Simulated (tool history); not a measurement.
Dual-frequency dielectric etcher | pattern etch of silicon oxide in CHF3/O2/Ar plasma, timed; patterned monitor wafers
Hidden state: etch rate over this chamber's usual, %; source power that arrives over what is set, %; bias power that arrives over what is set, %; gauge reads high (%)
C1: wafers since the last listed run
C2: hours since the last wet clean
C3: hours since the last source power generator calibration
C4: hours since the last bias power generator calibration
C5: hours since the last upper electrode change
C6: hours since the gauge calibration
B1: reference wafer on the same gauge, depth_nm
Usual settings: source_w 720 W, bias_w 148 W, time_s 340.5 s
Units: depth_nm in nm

Run 1, hour 0: usual settings but source_w 840 W; C1 0; C2 248.2; C3 3404.8; C4 2272.2; C5 4714.5; C6 134.5; B1 682.9. Result: depth_nm 736.3 nm.
Run 2, hour 26.8: usual settings but time_s 279.5 s; C1 125; C2 275; C3 3431.6; C4 2299; C5 4741.3; C6 161.3; B1 683.1. Result: depth_nm 566.1 nm.
Run 3, hour 46.4: usual settings but time_s 279.5 s; C1 91; C2 294.6; C3 3451.2; C4 2318.6; C5 4760.9; C6 180.9; B1 682.6. Result: depth_nm 564.7 nm.
Run 4, hour 71.9: usual settings but time_s 279.5 s; C1 119; C2 320.1; C3 3476.7; C4 2344.1; C5 4786.4; C6 206.4; B1 683.6. Result: depth_nm 564.9 nm.
Run 5, hour 93.5: usual settings but time_s 370 s; C1 101; C2 341.7; C3 3498.3; C4 2365.7; C5 4808; C6 228; B1 682.9. Result: depth_nm 748.8 nm.
Run 6, hour 120.1: usual settings but time_s 370 s; C1 124; C2 368.3; C3 3524.9; C4 2392.3; C5 4834.6; C6 254.6; B1 682.9. Result: depth_nm 746.6 nm.
Run 7, hour 134.1: usual settings but time_s 370 s; C1 65; C2 382.3; C3 3538.9; C4 2406.3; C5 4848.6; C6 268.6; B1 682.7. Result: depth_nm 746.5 nm.
Run 8, hour 157.6: usual settings but time_s 294 s; C1 110; C2 405.8; C3 3562.4; C4 2429.8; C5 4872.1; C6 292.1; B1 683.1. Result: depth_nm 594.2 nm.
Run 9, hour 186.4: usual settings but time_s 294 s; C1 135; C2 434.6; C3 3591.2; C4 2458.6; C5 4900.9; C6 320.9; B1 683.1. Result: depth_nm 593.8 nm.
Run 10, hour 214.8: usual settings but bias_w 133 W; C1 133; C2 463; C3 3619.6; C4 2487; C5 4929.3; C6 349.3; B1 683. Result: depth_nm 661.3 nm.
At hour 267.3: upper electrode replaced.
At hour 275.6: wet clean of the chamber.
Run 11, hour 276.1: usual settings but bias_w 133 W; C1 135; C2 0.5; C3 3680.9; C4 2548.3; C5 8.8; C6 410.6; B1 682.9. Result: depth_nm 665.1 nm.
Run 12, hour 276.5: usual settings but source_w 660 W; C1 1; C2 0.9; C3 3681.3; C4 2548.7; C5 9.2; C6 411; B1 682.9. Result: depth_nm 667.2 nm.
At hour 291.3: bias power generator calibrated.
Run 13, hour 291.8: usual settings but bias_w 127 W; C1 52; C2 16.2; C3 3696.6; C4 0.5; C5 24.5; C6 426.3; B1 683.2. Result: depth_nm 654.5 nm.
Run 14, hour 307.7: usual settings; C1 74; C2 32.1; C3 3712.5; C4 16.4; C5 40.4; C6 442.2; B1 683.4. Result: depth_nm 690 nm.
At hour 322.1: gauge calibrated.
Run 15, hour 342.3: usual settings but source_w 570 W, time_s 382.5 s; C1 162; C2 66.7; C3 3747.1; C4 51; C5 75; C6 20.2; B1 683. Result: depth_nm 703 nm.
Run 16, hour 367.5: usual settings but source_w 580 W, bias_w 119 W; C1 118; C2 91.9; C3 3772.3; C4 76.2; C5 100.2; C6 45.4; B1 683.2. Result: depth_nm 583.2 nm.
Run 17, hour 391.7: usual settings; C1 113; C2 116.1; C3 3796.5; C4 100.4; C5 124.4; C6 69.6; B1 683.2. Result: depth_nm 689.5 nm.
Run 18, hour 416.9: usual settings but bias_w 177 W, time_s 438.5 s; C1 118; C2 141.3; C3 3821.7; C4 125.6; C5 149.6; C6 94.8; B1 683. Result: depth_nm 947.6 nm.
Run 19, hour 448.8: usual settings; C1 149; C2 173.2; C3 3853.6; C4 157.5; C5 181.5; C6 126.7; B1 682.9. Result: depth_nm 689.4 nm.
At hour 474: source power generator calibrated.
Run 20, hour 474.5: usual settings but time_s 425 s; C1 101; C2 198.9; C3 0.5; C4 183.2; C5 207.2; C6 152.4; B1 682.9. Result: depth_nm 859.4 nm.
Run 21, hour 508.3: usual settings but bias_w 133 W; C1 158; C2 232.7; C3 34.3; C4 217; C5 241; C6 186.2; B1 683. Result: depth_nm 663.2 nm.
Run 22, hour 525.8: usual settings but bias_w 167 W; C1 82; C2 250.2; C3 51.8; C4 234.5; C5 258.5; C6 203.7; B1 683.1. Result: depth_nm 718.6 nm.
Run 23, hour 553.3: usual settings; C1 128; C2 277.7; C3 79.3; C4 262; C5 286; C6 231.2; B1 683.4. Result: depth_nm 687.9 nm.
Run 24, hour 572.8: usual settings; C1 91; C2 297.2; C3 98.8; C4 281.5; C5 305.5; C6 250.7; B1 683.2. Result: depth_nm 688.4 nm.
Run 25, hour 586.8: usual settings but source_w 780 W, bias_w 170 W, time_s 263.5 s; C1 65; C2 311.2; C3 112.8; C4 295.5; C5 319.5; C6 264.7; B1 683. Result: depth_nm 579.6 nm.
Run 26, hour 603.5: usual settings but source_w 880 W, bias_w 180 W, time_s 301 s; C1 78; C2 327.9; C3 129.5; C4 312.2; C5 336.2; C6 281.4; B1 682.7. Result: depth_nm 708.7 nm.
Run 27, hour 635.6: usual settings but source_w 880 W, bias_w 137 W, time_s 272 s; C1 150; C2 360; C3 161.6; C4 344.3; C5 368.3; C6 313.5; B1 682.3. Result: depth_nm 581.1 nm.
Run 28, hour 667: usual settings but source_w 890 W, bias_w 169 W, time_s 257 s; C1 147; C2 391.4; C3 193; C4 375.7; C5 399.7; C6 344.9; B1 683.2. Result: depth_nm 593.9 nm.
Run 29, hour 684.7: usual settings but source_w 620 W, time_s 305.5 s; C1 82; C2 409.1; C3 210.7; C4 393.4; C5 417.4; C6 362.6; B1 683.2. Result: depth_nm 580.6 nm.

4 ways to go on from here, each from the tool as it stands after run 29. What would each give?
Run A, hour 685.2: usual settings but source_w 570 W; C1 2; C2 409.6; C3 211.2; C4 393.9; C5 417.9; C6 363.1; B1 ?. Result: depth_nm ?.
Run B, hour 685.2: usual settings but source_w 630 W, bias_w 117 W, time_s 440.5 s; C1 2; C2 409.6; C3 211.2; C4 393.9; C5 417.9; C6 363.1; B1 ?. Result: depth_nm ?.
Run C, hour 685.2: usual settings but source_w 570 W, bias_w 178 W, time_s 294.5 s; C1 2; C2 409.6; C3 211.2; C4 393.9; C5 417.9; C6 363.1; B1 ?. Result: depth_nm ?.
Run D, hour 685.2: usual settings but source_w 650 W, bias_w 182 W; C1 2; C2 409.6; C3 211.2; C4 393.9; C5 417.9; C6 363.1; B1 ?. Result: depth_nm ?.

run   B1  depth_nm
  A  683     622.3
  B  683     773.6
  C  683     575.8
  D  683     709.5
Without the tool's hidden state the same runs would have given:
run  depth_nm
  A     626.4
  B     778.8
  C     579.6
  D     714.3
